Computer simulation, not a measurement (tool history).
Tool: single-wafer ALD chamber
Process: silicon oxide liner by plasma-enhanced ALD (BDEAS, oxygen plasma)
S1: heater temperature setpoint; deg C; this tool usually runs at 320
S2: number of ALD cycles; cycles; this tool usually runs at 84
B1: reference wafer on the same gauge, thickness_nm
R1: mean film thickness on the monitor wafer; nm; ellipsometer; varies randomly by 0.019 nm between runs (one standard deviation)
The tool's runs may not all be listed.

{"run": 1, "hour": 0.0, "S1": 320, "S2": 84, "B1": 6.062, "R1": 7.507}
{"run": 2, "hour": 10.4, "S1": 320, "S2": 84, "B1": 6.057, "R1": 7.456}
{"run": 3, "hour": 23.2, "S1": 320, "S2": 84, "B1": 6.054, "R1": 7.474}
{"run": 4, "hour": 37.7, "S1": 330, "S2": 84, "B1": 6.051, "R1": 7.343}
{"run": 5, "hour": 47.4, "S1": 330, "S2": 84, "B1": 6.053, "R1": 7.35}
{"run": 6, "hour": 61.5, "S1": 320, "S2": 76, "B1": 6.046, "R1": 6.758}
{"run": 7, "hour": 78.5, "S1": 320, "S2": 76, "B1": 6.033, "R1": 6.734}
{"run": 8, "hour": 94.5, "S1": 320, "S2": 84, "B1": 6.023, "R1": 7.439}
{"hour": 106.1, "done": "gauge calibrated"}
{"run": 9, "hour": 110.1, "S1": 329, "S2": 84, "B1": 6.093, "R1": 7.404}
{"run": 10, "hour": 156.5, "S1": 329, "S2": 84, "B1": 6.086, "R1": 7.369}
{"run": 11, "hour": 163.5, "S1": 310, "S2": 94, "B1": 6.086, "R1": 8.533}
{"run": 12, "hour": 177.6, "S1": 310, "S2": 94, "B1": 6.086, "R1": 8.535}
{"run": 13, "hour": 188.8, "S1": 325, "S2": 84, "B1": 6.083, "R1": 7.468}
{"run": 14, "hour": 197.0, "S1": 325, "S2": 84, "B1": 6.084, "R1": 7.469}
{"run": 15, "hour": 211.8, "S1": 325, "S2": 84, "B1": 6.084, "R1": 7.431}
{"run": 16, "hour": 229.0, "S1": 320, "S2": 84, "B1": 6.081, "R1": 7.522}
{"hour": 238.7, "done": "thermocouple changed; heater temperature recalibrated"}
{"run": 17, "hour": 239.2, "S1": 320, "S2": 84, "B1": 6.079, "R1": 7.526}
{"run": 18, "hour": 251.2, "S1": 329, "S2": 89, "B1": 6.075, "R1": 7.832}
{"run": 19, "hour": 266.1, "S1": 326, "S2": 72, "B1": 6.071, "R1": 6.369}
{"run": 20, "hour": 315.3, "S1": 320, "S2": 84, "B1": 6.059, "R1": 7.494}
{"run": 21, "hour": 324.6, "S1": 325, "S2": 84, "B1": 6.049, "R1": 7.418}
{"run": 22, "hour": 334.1, "S1": 320, "S2": 84, "B1": 6.049, "R1": 7.437}
{"run": 23, "hour": 346.4, "S1": 333, "S2": 97, "B1": 6.044, "R1": 8.413}
{"hour": 353.6, "done": "gauge calibrated"}
{"run": 24, "hour": 357.8, "S1": 313, "S2": 91, "B1": 6.089, "R1": 8.224}
{"run": 25, "hour": 373.4, "S1": 320, "S2": 76, "B1": 6.093, "R1": 6.792}
{"run": 26, "hour": 399.1, "S1": 326, "S2": 97, "B1": 6.093, "R1": 8.554}
{"run": 27, "hour": 412.7, "S1": 312, "S2": 98, "B1": 6.086, "R1": 8.848}
{"run": 28, "hour": 427.6, "S1": 309, "S2": 94, "B1": 6.081, "R1": 8.562}
{"run": 29, "hour": 434.4, "S1": 329, "S2": 101, "B1": 6.088, "R1": 8.915}
{"run": 30, "hour": 450.5, "S1": 320, "S2": 84, "B1": 6.083, "R1": 7.508}
{"run": 31, "hour": 459.7, "S1": 314, "S2": 84, "B1": 6.08, "R1": 7.595}
{"run": 32, "hour": 472.0, "S1": 314, "S2": 69, "B1": 6.078, "R1": 6.229}
{"run": 33, "hour": 487.8, "S1": 310, "S2": 80, "B1": 6.073, "R1": 7.26}
{"run": 34, "hour": 494.7, "S1": 320, "S2": 91, "B1": 6.074, "R1": 8.174}

Run-by-run hidden state of the tool:
wafer temperature above the value expected at the setpoint (K): 0 at every run
H1: gauge reads high (%)
run=1 H1=-0.288
run=2 H1=-0.338
run=3 H1=-0.404
run=4 H1=-0.484
run=5 H1=-0.541
run=6 H1=-0.628
run=7 H1=-0.74
run=8 H1=-0.854
run=9 H1=0.185
run=10 H1=0.15
run=11 H1=0.14
run=12 H1=0.115
run=13 H1=0.091
run=14 H1=0.0713
run=15 H1=0.0311
run=16 H1=-0.0232
run=17 H1=-0.0593
run=18 H1=-0.105
run=19 H1=-0.168
run=20 H1=-0.419
run=21 H1=-0.474
run=22 H1=-0.533
run=23 H1=-0.613
run=24 H1=0.185
run=25 H1=0.179
run=26 H1=0.156
run=27 H1=0.137
run=28 H1=0.109
run=29 H1=0.0945
run=30 H1=0.055
run=31 H1=0.0292
run=32 H1=-0.00901
run=33 H1=-0.0642
run=34 H1=-0.0904
